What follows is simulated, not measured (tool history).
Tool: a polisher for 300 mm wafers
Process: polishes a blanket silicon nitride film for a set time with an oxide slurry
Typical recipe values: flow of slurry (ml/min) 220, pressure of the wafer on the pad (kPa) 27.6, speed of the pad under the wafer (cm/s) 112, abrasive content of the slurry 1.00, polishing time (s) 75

run,hour,flow of slurry (ml/min),pressure of the wafer on the pad (kPa),speed of the pad under the wafer (cm/s),abrasive content of the slurry,polishing time (s),wafers since the last listed run,wafers polished on this pad,hours since the slurry nozzle was cleaned,hours since the head pressure was calibrated,hours since the slurry blender was calibrated,hours since the conditioning disc was replaced,"incoming thickness of the incoming film, nm",film removed (angstrom)
1,0.0,220,27.6,112,0.90,75,0,1238,504.2,717.2,216.9,164.8,502.9,656
# hour 39.5: slurry blender recalibrated
2,61.6,220,27.6,94,1.00,75,380,1619,565.8,778.8,22.1,226.4,509.0,592
# hour 107.2: worn pad replaced by a new one
3,115.1,220,27.6,140,1.00,75,316,50,619.3,832.3,75.6,279.9,492.6,808
4,174.5,220,27.6,112,1.00,75,379,430,678.7,891.7,135.0,339.3,506.9,680
5,220.8,220,27.6,112,1.00,75,295,725,725.0,938.0,181.3,385.6,493.4,685
6,266.5,220,27.6,112,1.00,75,292,1017,770.7,983.7,227.0,431.3,510.1,673
7,295.8,220,27.6,112,1.00,75,187,1205,800.0,1013.0,256.3,460.6,496.0,674
# hour 336.7: conditioning disc replaced and pad reconditioned
# hour 348.9: slurry blender recalibrated
8,365.7,220,27.6,112,1.00,75,421,1626,869.9,1082.9,16.8,29.0,505.3,671
9,399.9,220,27.6,112,1.00,75,218,1844,904.1,1117.1,51.0,63.2,493.5,657
# hour 412.9: worn pad replaced by a new one
10,465.1,220,23.4,112,1.00,75,391,333,969.3,1182.3,116.2,128.4,493.8,599
11,502.8,220,27.6,112,1.00,75,240,574,1007.0,1220.0,153.9,166.1,498.8,678
# hour 504.0: slurry nozzle cleaned
# hour 531.3: head pressure recalibrated
12,562.2,220,27.6,92,1.00,75,360,934,58.2,30.9,213.3,225.5,499.7,582

The next listed run, before its measurement:
13,602.8,250,27.6,92,0.75,52,259,1194,98.8,71.5,253.9,266.1,509.7,?

{"run 13": {"film removed (angstrom)": 374}}
With the hidden condition absent and the run-to-run variation left alone, this run would have shown film removed (angstrom) 384.
